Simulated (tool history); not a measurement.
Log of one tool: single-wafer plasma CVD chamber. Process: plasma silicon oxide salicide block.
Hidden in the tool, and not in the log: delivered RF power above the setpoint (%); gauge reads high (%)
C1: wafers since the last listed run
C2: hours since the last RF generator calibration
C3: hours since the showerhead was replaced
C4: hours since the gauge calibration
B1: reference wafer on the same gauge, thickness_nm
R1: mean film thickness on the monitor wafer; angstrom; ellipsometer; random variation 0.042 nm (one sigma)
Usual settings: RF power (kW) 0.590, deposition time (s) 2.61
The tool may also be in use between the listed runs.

Run 1, day 0.000: usual settings but RF power (kW) 0.505; C1 0; C2 2358.6; C3 6096.6; C4 77.2; B1 30.817. Result: R1 262.21 angstrom.
Run 2, day 0.417: usual settings but RF power (kW) 0.505; C1 246; C2 2368.6; C3 6106.6; C4 87.2; B1 30.788. Result: R1 262.69 angstrom.
Run 3, day 0.675: usual settings but deposition time (s) 2.79; C1 153; C2 2374.8; C3 6112.8; C4 93.4; B1 30.794. Result: R1 294.55 angstrom.
Run 4, day 1.138: usual settings but deposition time (s) 2.79; C1 273; C2 2385.9; C3 6123.9; C4 104.5; B1 30.783. Result: R1 295.32 angstrom.
Run 5, day 1.492: usual settings but deposition time (s) 2.26; C1 209; C2 2394.4; C3 6132.4; C4 113.0; B1 30.760. Result: R1 238.68 angstrom.
Run 6, day 2.008: usual settings but deposition time (s) 2.82; C1 306; C2 2406.8; C3 6144.8; C4 125.4; B1 30.747. Result: R1 297.86 angstrom.
Run 7, day 2.683: usual settings but deposition time (s) 2.82; C1 399; C2 2423.0; C3 6161.0; C4 141.6; B1 30.728. Result: R1 298.50 angstrom.
Run 8, day 3.200: usual settings; C1 306; C2 2435.4; C3 6173.4; C4 154.0; B1 30.698. Result: R1 275.82 angstrom.
Run 9, day 3.462: usual settings; C1 155; C2 2441.7; C3 6179.7; C4 160.3; B1 30.696. Result: R1 275.36 angstrom.
Run 10, day 3.812: usual settings but RF power (kW) 0.505, deposition time (s) 2.19; C1 207; C2 2450.1; C3 6188.1; C4 168.7; B1 30.693. Result: R1 219.22 angstrom.

The next listed run, before its measurement:
At day 4.246: gauge calibrated.
Run 11, day 4.496: usual settings but deposition time (s) 2.80; C1 404; C2 2466.5; C3 6204.5; C4 6.0; B1 ?. Result: R1 ?.

{"run 11": {"B1": 30.869, "R1": 296.66}}
Without the tool's hidden state the same run would have given R1 296.90 angstrom.
